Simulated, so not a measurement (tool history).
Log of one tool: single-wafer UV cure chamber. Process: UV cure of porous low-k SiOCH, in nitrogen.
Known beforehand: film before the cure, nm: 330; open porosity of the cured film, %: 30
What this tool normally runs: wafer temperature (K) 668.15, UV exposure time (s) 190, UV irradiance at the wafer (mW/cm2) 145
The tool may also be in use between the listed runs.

run	day	wafer temperature (K)	UV exposure time (s)	UV irradiance at the wafer (mW/cm2)	loss of film thickness in the cure (%)
1	0	668.15	225	145	12.682
2	1.071	668.15	225	145	12.116
3	1.971	668.15	225	145	12.484
4	3.162	668.15	190	145	11.237
5	4.3	668.15	190	145	11.037
6	5.104	668.15	190	145	11.402
7	6.279	668.15	190	145	12.024
8	7.221	668.15	190	145	12.228
9	8.696	674.15	190	145	11.748
10	9.658	674.15	190	145	11.948
11	10.438	674.15	190	145	11.92
12	11.696	668.15	190	145	11.527
13	12.358	668.15	190	145	11.368
14	14.117	668.15	190	145	11.278
15	14.883	668.15	190	145	11.401
16	15.804	668.15	190	145	10.952
17	17.225	668.15	190	145	12.122
18	18.179	668.15	190	114	10.846
19	19.383	668.15	190	114	10.603
20	20.338	684.15	190	145	12.295
21	21.717	668.15	190	145	13.949
22	22.579	655.15	105	169	11.263
23	23.6	657.15	260	119	14.033
24	24.567	660.15	115	171	11.671
25	25.833	685.15	245	180	16.222
26	27	686.15	190	177	14.629
27	27.992	668.15	75	157	9.085
28	29.125	657.15	275	178	17.253
29	30.246	668.15	190	131	13.627
30	31.017	668.15	190	145	14.096
31	32.467	658.15	290	145	15.865
32	33.858	668.15	190	123	12.936
33	34.854	668.15	220	145	14.191
34	36.079	668.15	190	124	12.442
35	37.312	668.15	190	145	13.279
36	40.275	668.15	300	125	15.366
37	40.938	668.15	190	145	14.191
38	41.567	683.15	190	122	13.344
39	42.888	656.15	190	131	12.855
40	43.5	668.15	190	145	13.559
41	44.417	688.15	285	165	16.728

Put back what was entered between runs (5 entries, withheld): which listed runs does each sit between, and how does the hidden state differ from the listed run before to the listed run after?
After run 6, before run 7: quartz window cleaned (day 6.258)
  lamp output below its setpoint, %: 35.5 -> 35.8; transmission lost against a clean window, %: 22.6 -> 2.79
  measured result minus the result with no hidden state, loss of film thickness in the cure (%): -3.547 -> -2.339
After run 16, before run 17: quartz window cleaned (day 17.079)
  lamp output below its setpoint, %: 38.5 -> 38.9; transmission lost against a clean window, %: 19 -> 1.39
  measured result minus the result with no hidden state, loss of film thickness in the cure (%): -3.43 -> -2.569
After run 20, before run 21: UV bulbs replaced (day 21.162)
  lamp output below its setpoint, %: 39.8 -> 3.95; transmission lost against a clean window, %: 6.7 -> 9.04
  measured result minus the result with no hidden state, loss of film thickness in the cure (%): -2.982 -> -0.693
After run 27, before run 28: quartz window cleaned (day 28.625)
  lamp output below its setpoint, %: 5.75 -> 6.07; transmission lost against a clean window, %: 19.7 -> 1.96
  measured result minus the result with no hidden state, loss of film thickness in the cure (%): -1.33 -> -0.445
After run 35, before run 36: quartz window cleaned (day 39.671)
  lamp output below its setpoint, %: 8.41 -> 9.26; transmission lost against a clean window, %: 15.9 -> 1.9
  measured result minus the result with no hidden state, loss of film thickness in the cure (%): -1.329 -> -0.601

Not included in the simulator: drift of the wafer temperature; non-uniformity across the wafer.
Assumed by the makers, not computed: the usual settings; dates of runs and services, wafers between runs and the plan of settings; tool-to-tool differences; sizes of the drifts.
